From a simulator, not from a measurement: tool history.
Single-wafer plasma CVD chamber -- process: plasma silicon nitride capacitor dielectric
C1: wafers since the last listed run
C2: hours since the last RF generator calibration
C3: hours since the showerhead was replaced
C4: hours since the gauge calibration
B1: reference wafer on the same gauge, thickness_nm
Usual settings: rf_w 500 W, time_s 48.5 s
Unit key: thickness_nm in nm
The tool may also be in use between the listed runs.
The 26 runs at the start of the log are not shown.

{"run": 27, "hour": 367.5, "rf_w": 500, "time_s": 48.5, "C1": 87, "C2": 103.3, "C3": 177.9, "C4": 304.7, "B1": 83.214, "thickness_nm": 75.081}
{"run": 28, "hour": 375.8, "rf_w": 420, "time_s": 42, "C1": 96, "C2": 111.6, "C3": 186.2, "C4": 313, "B1": 83.187, "thickness_nm": 62.311}
{"run": 29, "hour": 383.2, "rf_w": 445, "time_s": 48.5, "C1": 86, "C2": 119, "C3": 193.6, "C4": 320.4, "B1": 83.197, "thickness_nm": 73.041}
{"run": 30, "hour": 397.5, "rf_w": 500, "time_s": 48.5, "C1": 166, "C2": 133.3, "C3": 207.9, "C4": 334.7, "B1": 83.181, "thickness_nm": 75.151}
{"hour": 402.6, "done": "gauge calibrated"}
{"run": 31, "hour": 407.3, "rf_w": 545, "time_s": 40.9, "C1": 114, "C2": 143.1, "C3": 217.7, "C4": 4.7, "B1": 83.213, "thickness_nm": 64.746}
{"run": 32, "hour": 420.7, "rf_w": 560, "time_s": 39, "C1": 156, "C2": 156.5, "C3": 231.1, "C4": 18.1, "B1": 83.225, "thickness_nm": 62.349}
{"run": 33, "hour": 432.3, "rf_w": 585, "time_s": 52.7, "C1": 135, "C2": 168.1, "C3": 242.7, "C4": 29.7, "B1": 83.197, "thickness_nm": 85.118}
{"run": 34, "hour": 440.6, "rf_w": 500, "time_s": 44.1, "C1": 96, "C2": 176.4, "C3": 251, "C4": 38, "B1": 83.216, "thickness_nm": 68.472}
{"run": 35, "hour": 447.3, "rf_w": 435, "time_s": 44.9, "C1": 78, "C2": 183.1, "C3": 257.7, "C4": 44.7, "B1": 83.189, "thickness_nm": 67.317}
{"run": 36, "hour": 461.2, "rf_w": 500, "time_s": 40.9, "C1": 162, "C2": 197, "C3": 271.6, "C4": 58.6, "B1": 83.207, "thickness_nm": 63.453}
{"run": 37, "hour": 468.1, "rf_w": 500, "time_s": 44.8, "C1": 80, "C2": 203.9, "C3": 278.5, "C4": 65.5, "B1": 83.21, "thickness_nm": 69.331}
{"run": 38, "hour": 481.7, "rf_w": 415, "time_s": 54.1, "C1": 158, "C2": 217.5, "C3": 292.1, "C4": 79.1, "B1": 83.207, "thickness_nm": 79.977}
{"run": 39, "hour": 496.0, "rf_w": 580, "time_s": 40.6, "C1": 166, "C2": 231.8, "C3": 306.4, "C4": 93.4, "B1": 83.195, "thickness_nm": 65.419}
{"run": 40, "hour": 507.1, "rf_w": 475, "time_s": 48.5, "C1": 129, "C2": 242.9, "C3": 317.5, "C4": 104.5, "B1": 83.201, "thickness_nm": 74.203}
{"run": 41, "hour": 518.4, "rf_w": 455, "time_s": 57.6, "C1": 131, "C2": 254.2, "C3": 328.8, "C4": 115.8, "B1": 83.226, "thickness_nm": 87.402}
{"run": 42, "hour": 526.3, "rf_w": 500, "time_s": 48.5, "C1": 92, "C2": 262.1, "C3": 336.7, "C4": 123.7, "B1": 83.228, "thickness_nm": 75.339}

What if the next run were any one of these 5? Each begins from the tool's condition after run 42:
{"run": "A", "hour": 526.7, "rf_w": 500, "time_s": 48.5, "C1": 4, "C2": 262.5, "C3": 337.1, "C4": 124.1, "B1": "?", "thickness_nm": "?"}
{"run": "B", "hour": 526.7, "rf_w": 600, "time_s": 55.5, "C1": 4, "C2": 262.5, "C3": 337.1, "C4": 124.1, "B1": "?", "thickness_nm": "?"}
{"run": "C", "hour": 526.7, "rf_w": 410, "time_s": 48.5, "C1": 4, "C2": 262.5, "C3": 337.1, "C4": 124.1, "B1": "?", "thickness_nm": "?"}
{"run": "D", "hour": 526.7, "rf_w": 415, "time_s": 48.5, "C1": 4, "C2": 262.5, "C3": 337.1, "C4": 124.1, "B1": "?", "thickness_nm": "?"}
{"run": "E", "hour": 526.7, "rf_w": 555, "time_s": 48.5, "C1": 4, "C2": 262.5, "C3": 337.1, "C4": 124.1, "B1": "?", "thickness_nm": "?"}

run=A B1=83.205 thickness_nm=75.22
run=B B1=83.205 thickness_nm=90.266
run=C B1=83.205 thickness_nm=71.528
run=D B1=83.205 thickness_nm=71.745
run=E B1=83.205 thickness_nm=77.284
Take away the tool's hidden state, keep each run's random variation, and the runs would have read:
run=A thickness_nm=75.311
run=B thickness_nm=90.375
run=C thickness_nm=71.614
run=D thickness_nm=71.831
run=E thickness_nm=77.377

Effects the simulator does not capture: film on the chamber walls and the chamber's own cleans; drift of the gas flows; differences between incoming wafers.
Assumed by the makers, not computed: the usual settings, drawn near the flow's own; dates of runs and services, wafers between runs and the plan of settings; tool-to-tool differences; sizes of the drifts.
